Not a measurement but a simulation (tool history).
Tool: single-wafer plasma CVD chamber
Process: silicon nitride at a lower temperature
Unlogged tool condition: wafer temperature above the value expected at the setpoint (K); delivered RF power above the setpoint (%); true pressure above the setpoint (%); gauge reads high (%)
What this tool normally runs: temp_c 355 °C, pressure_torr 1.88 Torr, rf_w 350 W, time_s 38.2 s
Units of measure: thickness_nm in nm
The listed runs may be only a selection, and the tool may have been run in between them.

run,hour,temp_c,pressure_torr,rf_w,time_s,wafers since the last listed run,hours since the last thermocouple change,hours since the last RF generator calibration,hours since the last manometer calibration,hours since the showerhead was replaced,hours since the gauge calibration,"read-back reference wafer on the same gauge, thickness_nm",thickness_nm
1,0.0,355,1.88,350,38.2,0,1651.5,1879.6,2403.9,10.0,303.2,61.800,54.322
2,8.0,355,1.88,350,38.2,224,1659.5,1887.6,2411.9,18.0,311.2,61.759,54.177
3,17.3,365,1.88,350,41.2,260,1668.8,1896.9,2421.2,27.3,320.5,61.803,58.372
# hour 29.9: thermocouple changed; heater temperature recalibrated
4,30.4,355,1.88,350,33.8,143,0.5,1910.0,2434.3,40.4,333.6,61.728,48.015
# hour 41.3: RF generator calibrated
5,41.8,355,1.88,350,38.2,95,11.9,0.5,2445.7,51.8,345.0,61.799,56.667
6,48.7,355,1.88,350,38.2,193,18.8,7.4,2452.6,58.7,351.9,61.849,57.010
7,56.6,366,1.48,285,38.2,221,26.7,15.3,2460.5,66.6,359.8,61.759,46.950
8,72.1,362,2.05,350,43.1,434,42.2,30.8,2476.0,82.1,375.3,61.795,65.784
9,78.7,355,1.88,350,38.2,185,48.8,37.4,2482.6,88.7,381.9,61.804,56.953
# hour 93.2: capacitance manometer re-zeroed and calibrated
10,93.7,355,1.75,395,35.0,196,63.8,52.4,0.5,103.7,396.9,61.819,54.241
11,104.0,355,1.88,350,38.2,288,74.1,62.7,10.8,114.0,407.2,61.778,56.822
12,121.8,348,1.88,350,38.2,499,91.9,80.5,28.6,131.8,425.0,61.809,57.016
# hour 128.2: gauge calibrated
13,131.8,351,1.54,350,33.1,280,101.9,90.5,38.6,141.8,3.6,61.751,46.014
14,144.7,355,1.88,350,31.7,361,114.8,103.4,51.5,154.7,16.5,61.794,47.050
15,158.6,355,1.88,350,38.2,389,128.7,117.3,65.4,168.6,30.4,61.835,56.743
16,176.5,355,1.88,350,32.4,501,146.6,135.2,83.3,186.5,48.3,61.845,47.908
17,192.1,368,1.88,350,32.6,437,162.2,150.8,98.9,202.1,63.9,61.824,47.957
18,209.7,355,1.88,350,38.2,493,179.8,168.4,116.5,219.7,81.5,61.728,56.509
19,225.3,348,1.88,350,40.3,437,195.4,184.0,132.1,235.3,97.1,61.828,59.731
20,234.8,355,1.88,350,38.2,266,204.9,193.5,141.6,244.8,106.6,61.777,56.528
21,244.4,355,1.88,350,38.2,269,214.5,203.1,151.2,254.4,116.2,61.766,56.192
22,259.5,355,1.88,370,38.2,423,229.6,218.2,166.3,269.5,131.3,61.812,57.844
23,273.7,355,2.18,350,38.2,398,243.8,232.4,180.5,283.7,145.5,61.847,58.899
24,287.0,369,2.16,290,31.5,372,257.1,245.7,193.8,297.0,158.8,61.797,43.445
25,304.2,355,1.88,295,38.2,482,274.3,262.9,211.0,314.2,176.0,61.797,51.438
26,316.4,355,2.29,285,38.2,342,286.5,275.1,223.2,326.4,188.2,61.804,53.577
27,328.7,355,1.45,350,34.9,344,298.8,287.4,235.5,338.7,200.5,61.785,47.036
28,338.7,363,2.32,370,33.9,280,308.8,297.4,245.5,348.7,210.5,61.785,54.251
29,346.0,355,1.88,350,38.2,204,316.1,304.7,252.8,356.0,217.8,61.744,56.203

Alternative continuations, all from the tool just after run 29; predict every row:
A,346.4,355,1.88,350,38.2,11,316.5,305.1,253.2,356.4,218.2,?,?
B,346.4,345,2.11,310,34.6,11,316.5,305.1,253.2,356.4,218.2,?,?
C,346.4,362,1.88,350,38.2,11,316.5,305.1,253.2,356.4,218.2,?,?
D,346.4,340,1.88,330,38.2,11,316.5,305.1,253.2,356.4,218.2,?,?

run,"read-back reference wafer on the same gauge, thickness_nm",thickness_nm
A,61.790,56.143
B,61.790,49.637
C,61.790,55.971
D,61.790,54.804
Take away the tool's hidden state, keep each run's random variation, and the runs would have read:
run,thickness_nm
A,57.187
B,50.598
C,57.011
D,55.848
